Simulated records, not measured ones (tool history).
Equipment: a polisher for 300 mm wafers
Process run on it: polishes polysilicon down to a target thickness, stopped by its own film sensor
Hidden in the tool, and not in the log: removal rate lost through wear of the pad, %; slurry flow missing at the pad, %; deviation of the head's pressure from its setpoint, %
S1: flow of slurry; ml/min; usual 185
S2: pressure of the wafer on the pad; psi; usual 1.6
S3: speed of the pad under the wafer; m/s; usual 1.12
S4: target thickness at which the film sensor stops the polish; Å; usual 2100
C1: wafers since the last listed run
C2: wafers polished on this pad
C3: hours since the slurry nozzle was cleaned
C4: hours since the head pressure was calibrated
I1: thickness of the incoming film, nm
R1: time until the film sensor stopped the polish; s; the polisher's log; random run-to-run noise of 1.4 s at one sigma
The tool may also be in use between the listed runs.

run	hour	S1	S2	S3	S4	C1	C2	C3	C4	I1	R1
1	0.0	185	1.4	1.12	2100	0	777	58.0	936.0	500.1	91.4
2	8.1	185	1.4	1.12	2100	102	879	66.1	944.1	491.5	93.3
3	17.6	185	1.4	1.12	2100	119	999	75.6	953.6	504.6	93.6
4	24.3	225	1.6	1.12	2100	84	1084	82.3	960.3	495.8	79.5
5	31.0	185	1.6	0.98	2100	84	1168	89.0	967.0	505.6	98.0
# hour 37.7: worn pad replaced by a new one
6	38.0	185	1.6	0.98	2100	37	3	96.0	974.0	501.3	94.3
7	50.0	185	1.6	0.98	2100	151	154	108.0	986.0	498.6	97.5
# hour 59.2: head pressure recalibrated
8	62.1	185	1.6	1.12	2640	127	281	120.1	2.9	496.8	56.9
9	69.5	185	1.6	1.12	2640	93	375	127.5	10.3	507.1	61.6
10	78.6	185	1.6	1.12	2640	114	490	136.6	19.4	498.0	57.0
11	89.6	185	1.8	1.12	2100	138	628	147.6	30.4	502.1	64.1
12	96.4	185	1.8	1.12	2100	85	714	154.4	37.2	494.6	62.3
13	105.5	185	1.8	1.12	2100	114	829	163.5	46.3	491.9	63.1
14	112.8	235	1.1	1.12	2100	92	921	170.8	53.6	500.4	106.4
15	124.1	185	1.3	1.12	2100	142	1063	182.1	64.9	502.2	92.8
16	130.7	230	1.2	1.12	2100	83	1146	188.7	71.5	501.1	99.1
17	146.7	135	2.1	1.26	2100	201	1348	204.7	87.5	499.1	55.9
# hour 160.8: worn pad replaced by a new one
18	161.6	185	1.4	0.84	2100	137	9	219.6	102.4	502.3	115.4
19	175.0	185	1.6	1.12	2100	168	178	233.0	115.8	494.4	73.9
20	181.3	185	1.6	0.78	2100	79	258	239.3	122.1	492.4	107.4
21	196.3	185	1.6	1.42	1100	189	447	254.3	137.1	498.2	85.2
22	206.0	250	1.3	0.90	2700	122	569	264.0	146.8	497.5	86.6
23	221.9	240	1.9	1.12	2550	200	770	279.9	162.7	495.5	51.1
24	229.0	185	1.6	0.78	2100	89	859	287.0	169.8	504.0	119.0
# hour 232.4: slurry nozzle cleaned
25	239.1	185	1.6	1.12	2100	114	974	6.7	179.9	498.7	68.6
26	250.8	235	2.1	1.12	2100	147	1121	18.4	191.6	499.2	50.7
27	265.4	185	1.4	1.12	2100	184	1306	33.0	206.2	500.1	80.5
# hour 277.1: worn pad replaced by a new one
28	279.2	130	2.1	0.86	1540	123	26	46.8	220.0	501.7	94.5
29	285.7	185	1.6	0.80	3010	81	108	53.3	226.5	504.4	72.0
30	302.4	130	1.6	1.12	2100	210	319	70.0	243.2	500.2	78.9
31	313.2	160	1.6	1.12	2100	136	455	80.8	254.0	499.2	73.6
32	348.4	130	1.3	1.44	2100	443	899	116.0	289.2	496.0	76.5
33	362.0	185	1.6	0.76	2100	171	1070	129.6	302.8	490.9	106.1
34	389.8	185	1.8	1.48	1570	350	1421	157.4	330.6	492.7	58.2
# hour 396.3: worn pad replaced by a new one
35	402.3	125	1.6	1.12	1560	107	76	169.9	343.1	496.6	100.3
36	412.0	185	2.0	1.38	1230	122	198	179.6	352.8	492.4	62.6

What was the tool's hidden state at every run in the log?
removal rate lost through wear of the pad, %: 0 at every run
H1: slurry flow missing at the pad, %
H2: deviation of the head's pressure from its setpoint, %
run	H1	H2
1	14.4	-13.6
2	15.6	-13.8
3	17	-14.1
4	17.9	-14.3
5	18.9	-14.5
6	19.9	-14.7
7	21.7	-15
8	23.4	-0.378
9	24.5	-0.38
10	25.8	-0.384
11	27.4	-0.392
12	28.4	-0.399
13	29.7	-0.41
14	30.8	-0.42
15	32.4	-0.44
16	33.4	-0.453
17	35.7	-0.491
18	37.9	-0.532
19	39.8	-0.575
20	40.7	-0.597
21	42.9	-0.654
22	44.3	-0.695
23	46.6	-0.767
24	47.7	-0.802
25	7.79	-0.854
26	9.49	-0.918
27	11.6	-1
28	13.6	-1.09
29	14.6	-1.13
30	17	-1.25
31	18.6	-1.33
32	23.7	-1.61
33	25.6	-1.73
34	29.7	-1.98
35	31.5	-2.11
36	32.9	-2.21
